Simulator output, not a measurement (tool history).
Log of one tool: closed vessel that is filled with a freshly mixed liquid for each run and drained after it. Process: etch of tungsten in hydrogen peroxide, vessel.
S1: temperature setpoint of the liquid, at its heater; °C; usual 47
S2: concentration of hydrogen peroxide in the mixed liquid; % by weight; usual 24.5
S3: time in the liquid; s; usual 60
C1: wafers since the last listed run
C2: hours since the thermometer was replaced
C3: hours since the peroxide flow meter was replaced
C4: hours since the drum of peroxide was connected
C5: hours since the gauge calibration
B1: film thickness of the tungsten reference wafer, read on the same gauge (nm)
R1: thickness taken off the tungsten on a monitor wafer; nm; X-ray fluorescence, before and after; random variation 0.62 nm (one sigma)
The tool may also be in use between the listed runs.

| run | hour | S1 | S2 | S3 | C1 | C2 | C3 | C4 | C5 | B1 | R1 |
|---|---|---|---|---|---|---|---|---|---|---|---|
| 1 | 0 | 47 | 24.5 | 60 | 0 | 618.9 | 350.4 | 128.8 | 62.9 | 89.99 | 68.22 |
| 2 | 79.6 | 47 | 24.5 | 60 | 6026 | 698.5 | 430 | 208.4 | 142.5 | 89.99 | 68.74 |
| 3 | 120.4 | 47 | 24.5 | 60 | 3089 | 739.3 | 470.8 | 249.2 | 183.3 | 90 | 66.73 |
| 4 | 186.5 | 45 | 24.5 | 60 | 5004 | 805.4 | 536.9 | 315.3 | 249.4 | 90.03 | 59.07 |
| 5 | 234.4 | 45 | 24.5 | 60 | 3626 | 853.3 | 584.8 | 363.2 | 297.3 | 89.99 | 58.37 |
|  | 236.2 | new drum of peroxide connected |
| 6 | 267.9 | 47 | 28.5 | 60 | 2460 | 886.8 | 618.3 | 31.7 | 330.8 | 89.99 | 72.3 |
|  | 288.2 | thermometer replaced |
| 7 | 296 | 47 | 28.5 | 60 | 2051 | 7.8 | 646.4 | 59.8 | 358.9 | 89.99 | 79.5 |
| 8 | 359.1 | 47 | 24.5 | 60 | 4777 | 70.9 | 709.5 | 122.9 | 422 | 89.98 | 72.2 |
| 9 | 423.3 | 47 | 24.5 | 30 | 4860 | 135.1 | 773.7 | 187.1 | 486.2 | 89.98 | 36.44 |
| 10 | 447.9 | 54 | 27 | 30 | 1862 | 159.7 | 798.3 | 211.7 | 510.8 | 89.99 | 59.05 |
| 11 | 476.1 | 47 | 18.5 | 60 | 2135 | 187.9 | 826.5 | 239.9 | 539 | 90.01 | 63.69 |
| 12 | 528.3 | 52.5 | 24.5 | 35 | 3952 | 240.1 | 878.7 | 292.1 | 591.2 | 89.99 | 58.5 |
| 13 | 556.3 | 50.5 | 24.5 | 80 | 2119 | 268.1 | 906.7 | 320.1 | 619.2 | 90.01 | 117.92 |
| 14 | 610.6 | 47 | 30 | 90 | 4111 | 322.4 | 961 | 374.4 | 673.5 | 90.01 | 118.9 |
|  | 623.6 | new drum of peroxide connected |
| 15 | 680.1 | 47 | 24.5 | 95 | 5186 | 391.9 | 1030.5 | 56.5 | 743 | 90 | 111.91 |
|  | 708.5 | peroxide flow meter replaced |
| 16 | 718.7 | 55.5 | 24.5 | 60 | 2846 | 430.5 | 10.2 | 95.1 | 781.6 | 90.02 | 118.75 |
| 17 | 777 | 43.5 | 28 | 90 | 4414 | 488.8 | 68.5 | 153.4 | 839.9 | 89.99 | 89.97 |
| 18 | 807.4 | 43 | 24.5 | 60 | 2301 | 519.2 | 98.9 | 183.8 | 870.3 | 90.01 | 53.9 |
| 19 | 868.7 | 38 | 27.5 | 90 | 4641 | 580.5 | 160.2 | 245.1 | 931.6 | 89.99 | 60.55 |
| 20 | 897.5 | 47 | 24.5 | 60 | 2180 | 609.3 | 189 | 273.9 | 960.4 | 89.99 | 69.52 |
| 21 | 932.6 | 39 | 30 | 40 | 2657 | 644.4 | 224.1 | 309 | 995.5 | 90.02 | 30.08 |
|  | 980.3 | new drum of peroxide connected |
| 22 | 1004.3 | 54.5 | 24.5 | 60 | 5352 | 716.1 | 295.8 | 24 | 1067.2 | 90 | 106.71 |
| 23 | 1043.4 | 47 | 24.5 | 60 | 2960 | 755.2 | 334.9 | 63.1 | 1106.3 | 89.97 | 67.99 |
| 24 | 1100.4 | 52.5 | 24.5 | 60 | 4315 | 812.2 | 391.9 | 120.1 | 1163.3 | 89.99 | 94.39 |
| 25 | 1130.1 | 37.5 | 24.5 | 60 | 2248 | 841.9 | 421.6 | 149.8 | 1193 | 90 | 36.42 |
| 26 | 1180.8 | 47 | 24.5 | 60 | 3838 | 892.6 | 472.3 | 200.5 | 1243.7 | 90.02 | 66.03 |
| 27 | 1210.9 | 56.5 | 24.5 | 60 | 2278 | 922.7 | 502.4 | 230.6 | 1273.8 | 89.99 | 118.21 |
|  | 1234.7 | thermometer replaced |
| 28 | 1255.5 | 47 | 24.5 | 95 | 3301 | 20.8 | 547 | 275.2 | 1318.4 | 90 | 115.73 |
| 29 | 1303.7 | 47 | 22 | 60 | 3649 | 69 | 595.2 | 323.4 | 1366.6 | 89.99 | 68.16 |

5 ways to go on from here, each from the tool as it stands after run 29. What would each give?
| A | 1304.4 | 39 | 24.5 | 60 | 52 | 69.7 | 595.9 | 324.1 | 1367.3 | ? | ? |
| B | 1304.4 | 40.5 | 26.5 | 70 | 52 | 69.7 | 595.9 | 324.1 | 1367.3 | ? | ? |
| C | 1304.4 | 47 | 19.5 | 40 | 52 | 69.7 | 595.9 | 324.1 | 1367.3 | ? | ? |
| D | 1304.4 | 53 | 29 | 60 | 52 | 69.7 | 595.9 | 324.1 | 1367.3 | ? | ? |
| E | 1304.4 | 38 | 18 | 35 | 52 | 69.7 | 595.9 | 324.1 | 1367.3 | ? | ? |

| run | B1 | R1 |
|---|---|---|
| A | 89.98 | 43.51 |
| B | 89.98 | 58.23 |
| C | 89.98 | 43.19 |
| D | 89.98 | 114.09 |
| E | 89.98 | 20.37 |
Without the tool's hidden state the same runs would have given:
| run | R1 |
|---|---|
| A | 44.5 |
| B | 59.53 |
| C | 44.11 |
| D | 116.44 |
| E | 20.83 |
